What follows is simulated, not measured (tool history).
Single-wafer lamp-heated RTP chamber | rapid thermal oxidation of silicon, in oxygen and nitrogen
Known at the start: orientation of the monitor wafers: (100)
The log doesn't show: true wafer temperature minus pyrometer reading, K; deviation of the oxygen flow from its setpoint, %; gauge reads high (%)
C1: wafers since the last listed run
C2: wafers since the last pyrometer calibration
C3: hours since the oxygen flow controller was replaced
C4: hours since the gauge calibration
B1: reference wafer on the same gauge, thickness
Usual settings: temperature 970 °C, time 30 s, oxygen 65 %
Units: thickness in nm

run 1 day=0.000 | temperature=970 time=30 oxygen=65 | C1=0 C2=1386 C3=5147.5 C4=230.7 | B1=2.629 | thickness=3.192
run 2 day=0.558 | temperature=970 time=30 oxygen=65 | C1=251 C2=1637 C3=5160.9 C4=244.1 | B1=2.630 | thickness=3.198
run 3 day=0.992 | temperature=970 time=30 oxygen=65 | C1=195 C2=1833 C3=5171.3 C4=254.5 | B1=2.630 | thickness=3.218
run 4 day=1.721 | temperature=970 time=36 oxygen=65 | C1=328 C2=2161 C3=5188.8 C4=272.0 | B1=2.629 | thickness=3.407
run 5 day=2.358 | temperature=970 time=36 oxygen=65 | C1=286 C2=2448 C3=5204.1 C4=287.3 | B1=2.630 | thickness=3.419
run 6 day=3.050 | temperature=970 time=41 oxygen=65 | C1=311 C2=2759 C3=5220.7 C4=303.9 | B1=2.630 | thickness=3.594
run 7 day=3.629 | temperature=970 time=41 oxygen=65 | C1=260 C2=3020 C3=5234.6 C4=317.8 | B1=2.631 | thickness=3.595
run 8 day=4.079 | temperature=970 time=41 oxygen=65 | C1=202 C2=3222 C3=5245.4 C4=328.6 | B1=2.629 | thickness=3.595
run 9 day=4.679 | temperature=970 time=30 oxygen=65 | C1=270 C2=3492 C3=5259.8 C4=343.0 | B1=2.630 | thickness=3.213
run 10 day=5.146 | temperature=970 time=30 oxygen=65 | C1=210 C2=3702 C3=5271.0 C4=354.2 | B1=2.631 | thickness=3.213
-- day=5.888 pyrometer window cleaned and pyrometer calibrated
run 11 day=5.908 | temperature=970 time=30 oxygen=65 | C1=193 C2=9 C3=5289.3 C4=372.5 | B1=2.630 | thickness=3.147
run 12 day=5.921 | temperature=970 time=35 oxygen=65 | C1=5 C2=15 C3=5289.6 C4=372.8 | B1=2.631 | thickness=3.335
-- day=6.583 oxygen flow controller replaced
run 13 day=6.604 | temperature=970 time=35 oxygen=65 | C1=157 C2=172 C3=0.5 C4=389.2 | B1=2.631 | thickness=3.344
run 14 day=6.662 | temperature=981 time=30 oxygen=65 | C1=26 C2=198 C3=1.9 C4=390.6 | B1=2.632 | thickness=3.381
run 15 day=7.200 | temperature=981 time=30 oxygen=65 | C1=241 C2=440 C3=14.8 C4=403.5 | B1=2.629 | thickness=3.380
run 16 day=9.421 | temperature=970 time=30 oxygen=65 | C1=999 C2=1440 C3=68.1 C4=456.8 | B1=2.631 | thickness=3.179
run 17 day=10.096 | temperature=995 time=40 oxygen=65 | C1=303 C2=1744 C3=84.3 C4=473.0 | B1=2.630 | thickness=4.185
run 18 day=10.571 | temperature=999 time=38 oxygen=84 | C1=213 C2=1958 C3=95.7 C4=484.4 | B1=2.630 | thickness=4.582
-- day=10.812 gauge calibrated
run 19 day=11.242 | temperature=970 time=37 oxygen=92 | C1=301 C2=2260 C3=111.8 C4=10.3 | B1=2.629 | thickness=3.834
run 20 day=11.725 | temperature=1000 time=30 oxygen=65 | C1=217 C2=2477 C3=123.4 C4=21.9 | B1=2.629 | thickness=3.864
run 21 day=13.792 | temperature=970 time=23 oxygen=89 | C1=930 C2=3408 C3=173.0 C4=71.5 | B1=2.627 | thickness=3.191
run 22 day=14.167 | temperature=970 time=30 oxygen=65 | C1=168 C2=3576 C3=182.0 C4=80.5 | B1=2.630 | thickness=3.212
run 23 day=14.546 | temperature=990 time=23 oxygen=51 | C1=170 C2=3747 C3=191.1 C4=89.6 | B1=2.629 | thickness=3.090
run 24 day=15.067 | temperature=970 time=42 oxygen=38 | C1=234 C2=3982 C3=203.6 C4=102.1 | B1=2.630 | thickness=3.142
-- day=15.408 pyrometer window cleaned and pyrometer calibrated
run 25 day=15.738 | temperature=979 time=38 oxygen=46 | C1=151 C2=147 C3=219.7 C4=118.2 | B1=2.630 | thickness=3.297
run 26 day=16.208 | temperature=961 time=45 oxygen=54 | C1=211 C2=359 C3=231.0 C4=129.5 | B1=2.629 | thickness=3.277
run 27 day=16.562 | temperature=970 time=30 oxygen=54 | C1=159 C2=518 C3=239.5 C4=138.0 | B1=2.631 | thickness=3.035
run 28 day=16.867 | temperature=970 time=30 oxygen=84 | C1=136 C2=655 C3=246.8 C4=145.3 | B1=2.630 | thickness=3.400
run 29 day=17.617 | temperature=970 time=30 oxygen=65 | C1=337 C2=993 C3=264.8 C4=163.3 | B1=2.631 | thickness=3.180
run 30 day=18.029 | temperature=985 time=24 oxygen=55 | C1=185 C2=1179 C3=274.7 C4=173.2 | B1=2.629 | thickness=3.080

3 ways to go on from here, each from the tool as it stands after run 30. What would each give?
run A day=18.046 | temperature=970 time=30 oxygen=65 | C1=7 C2=1186 C3=275.1 C4=173.6 | B1=? | thickness=?
run B day=18.046 | temperature=951 time=38 oxygen=92 | C1=7 C2=1186 C3=275.1 C4=173.6 | B1=? | thickness=?
run C day=18.046 | temperature=980 time=25 oxygen=40 | C1=7 C2=1186 C3=275.1 C4=173.6 | B1=? | thickness=?

run=A B1=2.630 thickness=3.194
run=B B1=2.630 thickness=3.393
run=C B1=2.630 thickness=2.836
Without the tool's hidden state the same runs would have given:
run=A thickness=3.150
run=B thickness=3.343
run=C thickness=2.804
